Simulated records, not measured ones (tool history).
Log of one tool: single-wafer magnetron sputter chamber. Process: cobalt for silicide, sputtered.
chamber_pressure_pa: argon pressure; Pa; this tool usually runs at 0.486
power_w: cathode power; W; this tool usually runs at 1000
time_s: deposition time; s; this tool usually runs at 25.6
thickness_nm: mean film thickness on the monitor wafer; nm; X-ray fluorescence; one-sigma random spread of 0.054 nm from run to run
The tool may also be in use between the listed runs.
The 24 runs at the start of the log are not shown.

run	day	chamber_pressure_pa	power_w	time_s	read-back reference wafer on the same gauge, thickness_nm	thickness_nm
25	55.879	0.486	1000	25.6	10.412	12.290
26	58.612	0.486	1000	25.6	10.398	12.197
27	61.008	0.419	800	27.2	10.403	11.636
28	62.092	0.574	850	25.6	10.389	10.872
29	63.208	0.649	1000	25.6	10.392	11.821
30	64.738	0.486	1000	25.6	10.399	12.260
31	67.700	0.486	1000	25.6	10.408	12.314
32	68.925	0.486	1000	25.6	10.393	12.187
# day 70.996: sputter target and shields replaced
33	71.758	0.340	800	25.6	10.385	11.112
34	74.467	0.486	850	25.6	10.400	11.141

4 ways to go on from here, each from the tool as it stands after run 34. What would each give?
A	74.483	0.486	1000	25.6	?	?
B	74.483	0.594	1100	23.1	?	?
C	74.483	0.312	1100	29.5	?	?
D	74.483	0.407	1100	25.6	?	?

run	read-back reference wafer on the same gauge, thickness_nm	thickness_nm
A	10.396	12.220
B	10.396	11.436
C	10.396	15.519
D	10.396	13.192
Without the tool's hidden state the same runs would have given:
run	thickness_nm
A	12.138
B	11.348
C	15.440
D	13.114
